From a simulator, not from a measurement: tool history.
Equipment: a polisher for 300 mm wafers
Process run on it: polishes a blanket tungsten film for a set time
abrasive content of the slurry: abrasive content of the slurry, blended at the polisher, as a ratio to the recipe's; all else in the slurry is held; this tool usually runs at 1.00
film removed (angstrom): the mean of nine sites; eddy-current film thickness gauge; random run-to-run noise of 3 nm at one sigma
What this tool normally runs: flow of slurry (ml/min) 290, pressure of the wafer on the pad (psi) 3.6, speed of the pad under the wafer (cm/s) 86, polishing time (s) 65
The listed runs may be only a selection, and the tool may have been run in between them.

run,hour,flow of slurry (ml/min),pressure of the wafer on the pad (psi),speed of the pad under the wafer (cm/s),abrasive content of the slurry,polishing time (s),"incoming thickness of the incoming film, nm",film removed (angstrom)
1,0.0,290,3.6,86,1.00,65,1475.2,2300
2,24.6,290,3.6,86,1.00,65,1517.6,2249
3,37.3,290,3.6,86,1.00,65,1530.0,2168
# hour 43.0: slurry tank refilled with fresh slurry and peroxide
4,52.2,290,3.6,86,1.00,65,1474.2,2241
5,69.0,290,3.6,86,1.00,65,1499.2,2173
# hour 79.6: worn pad replaced by a new one
6,83.3,290,3.6,86,1.00,65,1499.1,2172
# hour 132.8: slurry blender recalibrated
7,155.2,290,3.9,86,1.00,65,1488.9,2282
8,181.2,290,3.9,86,1.00,65,1487.7,2369
9,205.5,290,3.6,86,1.00,65,1487.2,2280
# hour 210.8: slurry tank refilled with fresh slurry and peroxide
# hour 236.5: worn pad replaced by a new one
10,237.0,290,3.6,86,1.00,65,1492.9,2204
11,256.0,390,3.6,98,1.00,65,1513.3,2516
12,279.9,290,4.3,86,1.00,56,1477.8,2152
# hour 287.9: head pressure recalibrated
13,298.6,290,4.7,106,1.30,65,1516.1,3172
14,325.3,290,3.6,86,1.00,65,1478.2,2221
# hour 342.8: slurry nozzle cleaned
# hour 347.0: slurry blender recalibrated
15,355.5,290,4.1,86,1.25,65,1501.7,2691
# hour 406.8: slurry tank refilled with fresh slurry and peroxide
# hour 412.4: worn pad replaced by a new one
16,452.1,290,4.5,68,1.00,65,1479.1,2359
17,472.1,290,4.0,86,1.00,65,1483.4,2468
18,485.2,335,3.6,86,1.00,65,1493.6,2310
19,502.8,210,2.8,76,1.10,65,1508.7,1758
# hour 520.4: slurry blender recalibrated
20,525.4,290,3.6,104,1.10,65,1512.9,2586
21,557.6,290,3.6,94,1.00,65,1511.4,2385
22,573.9,290,3.6,86,1.00,65,1484.6,2262
# hour 581.3: worn pad replaced by a new one
# hour 601.8: slurry tank refilled with fresh slurry and peroxide
23,602.3,290,4.3,66,0.80,65,1490.3,2129
24,619.4,290,3.6,86,1.00,65,1482.3,2204
25,653.6,290,4.8,86,0.80,65,1494.0,2692
26,666.3,290,3.6,86,1.00,65,1527.2,2273

Results for each run, recomputed without the tool's hidden state and with each run's random variation untouched:
Hidden state at play: removal rate lost through wear of the pad, %; slurry flow missing at the pad, %; deviation of the head's pressure from its setpoint, %; abrasive missing from the slurry, %; peroxide lost from the slurry, %.
run,film removed (angstrom)
1,2425
2,2374
3,2290
4,2369
5,2298
6,2298
7,2420
8,2514
9,2422
10,2342
11,2638
12,2288
13,3375
14,2364
15,2708
16,2409
17,2528
18,2363
19,1825
20,2667
21,2470
22,2347
23,2216
24,2297
25,2815
26,2379
